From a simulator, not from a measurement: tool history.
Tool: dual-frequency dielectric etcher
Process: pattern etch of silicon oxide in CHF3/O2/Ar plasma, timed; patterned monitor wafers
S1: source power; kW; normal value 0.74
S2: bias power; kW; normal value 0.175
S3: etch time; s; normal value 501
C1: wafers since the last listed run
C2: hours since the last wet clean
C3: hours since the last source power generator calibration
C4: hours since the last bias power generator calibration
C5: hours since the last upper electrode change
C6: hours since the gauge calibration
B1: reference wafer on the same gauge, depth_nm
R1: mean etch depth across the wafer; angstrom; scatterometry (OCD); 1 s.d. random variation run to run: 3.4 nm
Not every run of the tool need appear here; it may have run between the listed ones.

run	hour	S1	S2	S3	C1	C2	C3	C4	C5	C6	B1	R1
1	0	0.74	0.175	501	0	276.9	4033.7	1867.8	2234.9	276.1	930.2	10337
2	35.8	0.74	0.175	501	91	312.7	4069.5	1903.6	2270.7	311.9	930.1	10291
3	65.5	0.81	0.175	501	75	342.4	4099.2	1933.3	2300.4	341.6	932.1	10667
4	89.9	0.81	0.175	501	62	366.8	4123.6	1957.7	2324.8	366	930.3	10617
5	108.1	0.74	0.175	501	46	385	4141.8	1975.9	2343	384.2	929.7	10283
6	121.8	0.74	0.175	501	34	398.7	4155.5	1989.6	2356.7	397.9	929.7	10269
7	142.4	0.74	0.175	501	52	419.3	4176.1	2010.2	2377.3	418.5	929.3	10274
8	165.1	0.74	0.175	501	57	442	4198.8	2032.9	2400	441.2	930.7	10225
9	185.8	0.74	0.175	501	52	462.7	4219.5	2053.6	2420.7	461.9	930.4	10274
10	204.6	0.67	0.175	501	47	481.5	4238.3	2072.4	2439.5	480.7	929.8	9910
11	221.8	0.74	0.206	501	43	498.7	4255.5	2089.6	2456.7	497.9	929	10668
# hour 230.4: bias power generator calibrated
# hour 236.6: source power generator calibrated
# hour 275.7: wet clean of the chamber
12	276.2	0.74	0.206	501	57	0.5	39.6	45.8	2511.1	552.3	930.1	11108
13	276.6	0.74	0.206	501	1	0.9	40	46.2	2511.5	552.7	931.3	11075
# hour 279.8: gauge calibrated
14	286	0.74	0.175	501	23	10.3	49.4	55.6	2520.9	6.2	928.5	10588
15	309.9	0.87	0.192	501	60	34.2	73.3	79.5	2544.8	30.1	930.9	11432
16	329.4	0.87	0.211	386.5	49	53.7	92.8	99	2564.3	49.6	930.5	8998
# hour 367.5: upper electrode replaced, of another model than before
17	368	0.84	0.146	595	37	92.3	131.4	137.6	0.5	88.2	929.4	12364
18	368.5	0.74	0.135	501	1	92.8	131.9	138.1	1	88.7	929.7	10059
19	384.8	0.74	0.135	570.5	41	109.1	148.2	154.4	17.3	105	928.3	11483
20	401.6	0.74	0.175	501	42	125.9	165	171.2	34.1	121.8	929.5	10497
21	423.6	0.74	0.175	501	56	147.9	187	193.2	56.1	143.8	929.8	10518
22	442	0.63	0.175	501	46	166.3	205.4	211.6	74.5	162.2	929	10179
23	476.4	0.58	0.156	576.5	87	200.7	239.8	246	108.9	196.6	931.9	11310
24	507	0.69	0.195	353.5	77	231.3	270.4	276.6	139.5	227.2	930.2	7380
25	533.1	0.86	0.201	501	66	257.4	296.5	302.7	165.6	253.3	928.7	11007
26	561.3	0.74	0.149	501	71	285.6	324.7	330.9	193.8	281.5	931.6	10162

Take each entry between the runs: how does the hidden state at the last listed run before it differ from the hidden state at the first listed run after it?
After run 11, before run 12: bias power generator calibrated (hour 230.4); source power generator calibrated (hour 236.6); wet clean of the chamber (hour 275.7)
  etch rate over this chamber's usual, %: -2.38 -> 0.559
  difference, measured minus the result without the unlogged condition, R1: -260 -> +62 angstrom
After run 13, before run 14: gauge calibrated (hour 279.8)
  etch rate over this chamber's usual, %: 0.557 -> 0.512
  difference, measured minus the result without the unlogged condition, R1: +62 -> +54 angstrom
After run 16, before run 17: upper electrode replaced, of another model than before (hour 367.5)
  etch rate over this chamber's usual, %: 0.304 -> 0.119
  difference, measured minus the result without the unlogged condition, R1: +28 -> +14 angstrom
